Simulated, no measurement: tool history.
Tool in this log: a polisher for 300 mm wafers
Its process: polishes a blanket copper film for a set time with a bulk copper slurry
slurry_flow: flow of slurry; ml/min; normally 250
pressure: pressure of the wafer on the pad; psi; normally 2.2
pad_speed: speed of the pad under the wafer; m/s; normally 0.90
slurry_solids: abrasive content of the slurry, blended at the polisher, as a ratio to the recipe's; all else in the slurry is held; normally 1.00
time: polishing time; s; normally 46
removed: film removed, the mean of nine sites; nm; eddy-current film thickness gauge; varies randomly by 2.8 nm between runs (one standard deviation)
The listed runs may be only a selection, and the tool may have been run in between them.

| run | day | slurry_flow | pressure | pad_speed | slurry_solids | time | wafers since the last listed run | wafers polished on this pad | hours since the slurry nozzle was cleaned | hours since the head pressure was calibrated | hours since the slurry blender was calibrated | incoming thickness of the incoming film, nm | removed |
|---|---|---|---|---|---|---|---|---|---|---|---|---|---|
| 1 | 0.000 | 185 | 2.2 | 0.90 | 1.15 | 46 | 0 | 79 | 69.0 | 136.1 | 11.4 | 3358.7 | 340.3 |
| 2 | 1.317 | 185 | 2.2 | 0.90 | 1.15 | 46 | 358 | 437 | 100.6 | 167.7 | 43.0 | 3400.5 | 338.6 |
| 3 | 3.362 | 250 | 2.2 | 0.90 | 1.00 | 46 | 556 | 993 | 149.7 | 216.8 | 92.1 | 3384.1 | 340.1 |
| 4 | 4.383 | 250 | 2.2 | 0.90 | 1.00 | 46 | 277 | 1271 | 174.2 | 241.3 | 116.6 | 3357.9 | 335.5 |
| 5 | 6.738 | 250 | 2.2 | 0.90 | 1.00 | 46 | 640 | 1911 | 230.7 | 297.8 | 173.1 | 3389.8 | 341.1 |
| 6 | 8.821 | 250 | 2.2 | 0.90 | 1.00 | 56 | 566 | 2478 | 280.7 | 347.8 | 223.1 | 3346.2 | 411.3 |
|  | 11.062 | head pressure recalibrated |
| 7 | 11.083 | 250 | 2.2 | 0.90 | 1.00 | 56 | 592 | 3070 | 335.0 | 0.5 | 277.4 | 3379.6 | 407.6 |
|  | 11.329 | slurry nozzle cleaned |
|  | 11.642 | worn pad replaced by a new one |
| 8 | 13.467 | 250 | 2.2 | 0.90 | 1.00 | 56 | 591 | 496 | 51.3 | 57.7 | 334.6 | 3381.3 | 411.6 |
| 9 | 16.392 | 250 | 2.2 | 0.90 | 1.00 | 46 | 795 | 1292 | 121.5 | 127.9 | 404.8 | 3360.8 | 336.2 |
|  | 17.375 | slurry blender recalibrated |
| 10 | 18.371 | 250 | 2.2 | 0.90 | 1.00 | 46 | 515 | 1807 | 169.0 | 175.4 | 23.9 | 3361.5 | 335.8 |
| 11 | 21.096 | 250 | 2.2 | 0.90 | 1.00 | 46 | 741 | 2548 | 234.4 | 240.8 | 89.3 | 3387.2 | 335.9 |
| 12 | 22.200 | 250 | 2.2 | 0.90 | 1.00 | 46 | 300 | 2848 | 260.9 | 267.3 | 115.8 | 3317.9 | 334.5 |
|  | 24.471 | worn pad replaced by a new one |
| 13 | 25.296 | 230 | 2.2 | 0.90 | 1.00 | 46 | 796 | 223 | 335.2 | 341.6 | 190.1 | 3411.8 | 336.5 |
|  | 26.800 | head pressure recalibrated |
|  | 26.829 | slurry nozzle cleaned |
| 14 | 26.850 | 230 | 2.2 | 0.90 | 1.00 | 46 | 391 | 615 | 0.5 | 1.2 | 227.4 | 3390.3 | 336.5 |
| 15 | 28.679 | 250 | 2.2 | 0.90 | 1.25 | 46 | 497 | 1112 | 44.4 | 45.1 | 271.3 | 3347.2 | 351.8 |
| 16 | 30.704 | 175 | 2.2 | 0.90 | 1.00 | 41 | 550 | 1663 | 93.0 | 93.7 | 319.9 | 3419.7 | 287.2 |
| 17 | 32.233 | 320 | 2.2 | 0.64 | 1.15 | 37 | 415 | 2079 | 129.7 | 130.4 | 356.6 | 3348.2 | 202.8 |
|  | 33.888 | slurry blender recalibrated |
| 18 | 34.029 | 250 | 2.2 | 1.08 | 1.00 | 31 | 465 | 2544 | 172.8 | 173.5 | 3.4 | 3447.8 | 274.2 |
|  | 34.667 | worn pad replaced by a new one |
| 19 | 36.588 | 250 | 2.2 | 0.90 | 1.00 | 46 | 650 | 522 | 234.2 | 234.9 | 64.8 | 3353.5 | 333.6 |
| 20 | 39.279 | 250 | 2.2 | 0.90 | 1.00 | 46 | 731 | 1254 | 298.8 | 299.5 | 129.4 | 3393.3 | 332.7 |
|  | 41.708 | head pressure recalibrated |
| 21 | 42.092 | 250 | 1.8 | 0.90 | 1.00 | 46 | 742 | 1997 | 366.3 | 9.2 | 196.9 | 3378.7 | 284.9 |
|  | 42.896 | slurry nozzle cleaned |
| 22 | 43.683 | 220 | 1.9 | 0.62 | 0.85 | 46 | 421 | 2418 | 18.9 | 47.4 | 235.1 | 3359.4 | 196.2 |
| 23 | 46.246 | 250 | 2.2 | 1.02 | 1.00 | 46 | 696 | 3115 | 80.4 | 108.9 | 296.6 | 3361.8 | 380.0 |
|  | 48.162 | worn pad replaced by a new one |
| 24 | 48.858 | 250 | 2.2 | 0.90 | 1.00 | 46 | 665 | 189 | 143.1 | 171.6 | 359.3 | 3394.6 | 337.0 |
| 25 | 51.367 | 250 | 2.2 | 0.90 | 1.00 | 46 | 682 | 871 | 203.3 | 231.8 | 419.5 | 3396.8 | 336.6 |
|  | 53.838 | slurry blender recalibrated |
| 26 | 53.888 | 250 | 2.2 | 0.90 | 0.85 | 46 | 662 | 1534 | 263.8 | 292.3 | 1.2 | 3373.3 | 333.1 |
| 27 | 55.479 | 250 | 2.2 | 0.90 | 0.80 | 46 | 432 | 1966 | 302.0 | 330.5 | 39.4 | 3365.5 | 325.5 |
|  | 56.238 | slurry nozzle cleaned |
| 28 | 56.950 | 215 | 1.7 | 0.58 | 0.85 | 46 | 388 | 2355 | 17.1 | 365.8 | 74.7 | 3440.3 | 165.2 |
|  | 58.629 | worn pad replaced by a new one |
| 29 | 59.712 | 250 | 2.2 | 0.90 | 1.15 | 46 | 705 | 294 | 83.4 | 432.1 | 141.0 | 3387.2 | 348.3 |

Across each entry between runs, compare the hidden state at the last listed run before it with the hidden state at the first listed run after it:
In the gap between runs 6 and 7: head pressure recalibrated (day 11.062)
  no hidden state differs between the two runs
In the gap between runs 7 and 8: slurry nozzle cleaned (day 11.329); worn pad replaced by a new one (day 11.642)
  no hidden state differs between the two runs
In the gap between runs 9 and 10: slurry blender recalibrated (day 17.375)
  no hidden state differs between the two runs
In the gap between runs 12 and 13: worn pad replaced by a new one (day 24.471)
  no hidden state differs between the two runs
In the gap between runs 13 and 14: head pressure recalibrated (day 26.800); slurry nozzle cleaned (day 26.829)
  no hidden state differs between the two runs
In the gap between runs 17 and 18: slurry blender recalibrated (day 33.888)
  no hidden state differs between the two runs
In the gap between runs 18 and 19: worn pad replaced by a new one (day 34.667)
  no hidden state differs between the two runs
In the gap between runs 20 and 21: head pressure recalibrated (day 41.708)
  no hidden state differs between the two runs
In the gap between runs 21 and 22: slurry nozzle cleaned (day 42.896)
  no hidden state differs between the two runs
In the gap between runs 23 and 24: worn pad replaced by a new one (day 48.162)
  no hidden state differs between the two runs
In the gap between runs 25 and 26: slurry blender recalibrated (day 53.838)
  no hidden state differs between the two runs
In the gap between runs 27 and 28: slurry nozzle cleaned (day 56.238)
  no hidden state differs between the two runs
In the gap between runs 28 and 29: worn pad replaced by a new one (day 58.629)
  no hidden state differs between the two runs
